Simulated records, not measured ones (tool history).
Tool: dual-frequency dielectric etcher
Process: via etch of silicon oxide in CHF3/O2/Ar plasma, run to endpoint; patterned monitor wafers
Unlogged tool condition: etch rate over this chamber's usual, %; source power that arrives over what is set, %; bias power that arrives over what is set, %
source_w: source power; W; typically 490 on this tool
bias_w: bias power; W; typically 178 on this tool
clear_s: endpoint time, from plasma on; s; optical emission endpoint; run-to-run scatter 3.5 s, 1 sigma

run,day,source_w,bias_w,wafers since the last listed run,hours since the last wet clean,hours since the last source power generator calibration,hours since the last bias power generator calibration,hours since the last upper electrode change,"incoming incoming film thickness, nm",clear_s
1,0.000,400,204,0,344.5,1293.1,2501.5,354.7,762.3,450.3
2,3.288,400,204,278,423.4,1372.0,2580.4,433.6,759.1,450.0
3,5.367,490,178,175,473.3,1421.9,2630.3,483.5,761.0,454.4
4,9.279,490,178,331,567.2,1515.8,2724.2,577.4,763.6,455.4
# day 10.454: wet clean of the chamber
5,18.454,490,178,691,192.0,1736.0,2944.4,797.6,759.8,450.5
6,20.950,490,178,211,251.9,1795.9,3004.3,857.5,760.0,444.4
7,22.554,490,178,135,290.4,1834.4,3042.8,896.0,759.8,451.0
8,24.621,490,178,174,340.0,1884.0,3092.4,945.6,763.2,452.5
9,27.675,490,178,258,413.3,1957.3,3165.7,1018.9,761.3,461.5
10,31.117,490,178,291,495.9,2039.9,3248.3,1101.5,758.4,459.9
# day 32.475: wet clean of the chamber
11,33.558,490,178,121,26.0,2098.5,3306.9,1160.1,760.6,433.3
12,36.738,490,178,269,102.3,2174.8,3383.2,1236.4,757.8,435.0
13,40.425,490,178,312,190.8,2263.3,3471.7,1324.9,757.2,437.1
14,42.762,490,178,197,246.9,2319.4,3527.8,1381.0,753.6,438.2
15,45.521,490,178,233,313.1,2385.6,3594.0,1447.2,760.8,447.5
16,47.229,490,178,144,354.1,2426.6,3635.0,1488.2,753.1,440.1
17,49.267,490,178,172,403.0,2475.5,3683.9,1537.1,764.9,451.0
18,51.688,440,178,204,461.1,2533.6,3742.0,1595.2,755.8,459.1
19,55.200,490,178,297,545.4,2617.9,3826.3,1679.5,757.8,460.4
# day 58.338: wet clean of the chamber
20,59.321,490,178,264,23.6,2716.8,3925.2,1778.4,762.8,436.5
# day 61.638: upper electrode replaced
# day 64.546: bias power generator calibrated
# day 64.646: source power generator calibrated
21,68.688,490,178,685,248.4,97.0,99.4,169.2,759.8,440.7
22,71.917,540,178,273,325.9,174.5,176.9,246.7,751.5,426.0
23,74.700,560,178,235,392.7,241.3,243.7,313.5,765.0,432.8
24,78.950,420,214,359,494.7,343.3,345.7,415.5,758.6,422.7
# day 80.767: wet clean of the chamber
25,80.788,410,142,70,0.5,387.4,389.8,459.6,761.0,520.6
26,84.508,530,203,314,89.8,476.7,479.1,548.9,765.5,400.1
27,86.554,560,143,173,138.9,525.8,528.2,598.0,761.9,476.4
28,88.758,430,143,186,191.8,578.7,581.1,650.9,754.4,518.8
29,93.229,490,178,378,299.1,686.0,688.4,758.2,757.2,443.6
30,96.054,530,141,239,366.9,753.8,756.2,826.0,761.4,499.0
31,98.258,600,148,186,419.8,806.7,809.1,878.9,757.0,465.8
32,101.442,390,150,269,496.2,883.1,885.5,955.3,764.0,542.3
# day 103.150: wet clean of the chamber
33,103.812,490,178,115,15.9,940.0,942.4,1012.2,764.9,436.8
34,107.938,380,200,349,114.9,1039.0,1041.4,1111.2,756.7,440.3
35,110.929,490,178,253,186.7,1110.8,1113.2,1183.0,764.3,441.8
36,113.671,520,195,231,252.5,1176.6,1179.0,1248.8,760.3,414.9

Entry by entry between the runs, the difference in hidden state between the last listed run before and the first listed run after:
From run 4 to run 5: wet clean of the chamber (day 10.454)
  etch rate over this chamber's usual, %: -5.35 -> -2.02
  difference, measured minus the result without the unlogged condition, clear_s: +24.3 -> +9.1 s
From run 10 to run 11: wet clean of the chamber (day 32.475)
  etch rate over this chamber's usual, %: -4.83 -> 0.233
  difference, measured minus the result without the unlogged condition, clear_s: +22.2 -> -1.0 s
From run 19 to run 20: wet clean of the chamber (day 58.338)
  etch rate over this chamber's usual, %: -4.56 -> -0.221
  difference, measured minus the result without the unlogged condition, clear_s: +21.0 -> +1.0 s
From run 20 to run 21: upper electrode replaced (day 61.638); bias power generator calibrated (day 64.546); source power generator calibrated (day 64.646)
  etch rate over this chamber's usual, %: -0.221 -> -2.3
  difference, measured minus the result without the unlogged condition, clear_s: +1.0 -> +10.2 s
From run 24 to run 25: wet clean of the chamber (day 80.767)
  etch rate over this chamber's usual, %: -4.57 -> -0.102
  difference, measured minus the result without the unlogged condition, clear_s: +19.3 -> +0.5 s
From run 32 to run 33: wet clean of the chamber (day 103.150)
  etch rate over this chamber's usual, %: -4.68 -> -0.274
  difference, measured minus the result without the unlogged condition, clear_s: +25.4 -> +1.2 s
